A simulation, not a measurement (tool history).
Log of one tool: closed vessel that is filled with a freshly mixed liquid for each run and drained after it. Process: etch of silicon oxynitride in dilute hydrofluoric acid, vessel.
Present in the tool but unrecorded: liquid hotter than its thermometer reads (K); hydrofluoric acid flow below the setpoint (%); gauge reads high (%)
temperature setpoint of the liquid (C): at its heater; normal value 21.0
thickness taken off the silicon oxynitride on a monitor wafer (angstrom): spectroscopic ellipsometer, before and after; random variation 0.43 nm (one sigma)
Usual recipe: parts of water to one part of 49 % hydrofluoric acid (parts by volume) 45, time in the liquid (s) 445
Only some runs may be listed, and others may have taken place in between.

run	hour	temperature setpoint of the liquid (C)	parts of water to one part of 49 % hydrofluoric acid (parts by volume)	time in the liquid (s)	wafers since the last listed run	hours since the thermometer was replaced	hours since the hydrofluoric acid flow meter was replaced	hours since the gauge calibration	read-back film thickness of the silicon oxynitride reference wafer, read on the same gauge (nm)	thickness taken off the silicon oxynitride on a monitor wafer (angstrom)
1	0.0	21.0	45	445	0	74.5	489.0	566.3	150.00	457.5
2	62.7	21.0	45	445	5902	137.2	551.7	629.0	150.02	461.9
3	151.2	21.0	45	445	8330	225.7	640.2	717.5	150.01	466.9
# hour 207.7: gauge calibrated
4	244.8	21.0	45	445	8810	319.3	733.8	37.1	149.99	465.1
5	351.9	21.0	45	445	10081	426.4	840.9	144.2	149.98	461.8
6	457.1	19.5	45	350	9902	531.6	946.1	249.4	150.01	353.1
7	507.3	19.5	45	350	4725	581.8	996.3	299.6	150.00	353.4
8	587.7	21.0	45	445	7568	662.2	1076.7	380.0	149.97	490.7
9	655.6	21.0	45	445	6391	730.1	1144.6	447.9	150.03	493.7
10	705.7	21.0	45	445	4716	780.2	1194.7	498.0	150.00	490.8
11	960.8	19.5	45	445	24013	1035.3	1449.8	753.1	150.01	459.7
12	1063.3	21.0	45	445	9648	1137.8	1552.3	855.6	150.00	500.3
# hour 1137.6: gauge calibrated
# hour 1153.0: thermometer replaced
13	1170.2	21.0	45	445	9968	17.2	1659.2	32.6	149.99	446.8
14	1228.8	17.5	45	445	5516	75.8	1717.8	91.2	149.99	379.3
# hour 1262.4: hydrofluoric acid flow meter replaced
15	1318.7	21.0	45	445	8368	165.7	56.3	181.1	149.99	465.8
16	1362.9	17.0	55	445	4160	209.9	100.5	225.3	150.02	304.7
17	1464.8	21.0	40	445	9592	311.8	202.4	327.2	149.97	527.7
18	1541.9	21.0	45	445	7257	388.9	279.5	404.3	150.00	464.8
19	1601.8	21.0	25	445	5638	448.8	339.4	464.2	150.01	855.7
20	1678.8	22.5	45	445	7248	525.8	416.4	541.2	149.98	511.7

4 ways to go on from here, each from the tool as it stands after run 20. What would each give?
A	1679.6	21.0	45	445	75	526.6	417.2	542.0	?	?
B	1679.6	17.0	45	365	75	526.6	417.2	542.0	?	?
C	1679.6	17.0	35	320	75	526.6	417.2	542.0	?	?
D	1679.6	23.0	35	595	75	526.6	417.2	542.0	?	?

run	read-back film thickness of the silicon oxynitride reference wafer, read on the same gauge (nm)	thickness taken off the silicon oxynitride on a monitor wafer (angstrom)
A	149.99	469.9
B	149.99	315.1
C	149.99	357.2
D	149.99	898.4
Had the tool no hidden state, the same runs would have come out as:
run	thickness taken off the silicon oxynitride on a monitor wafer (angstrom)
A	443.1
B	296.5
C	336.1
D	847.4
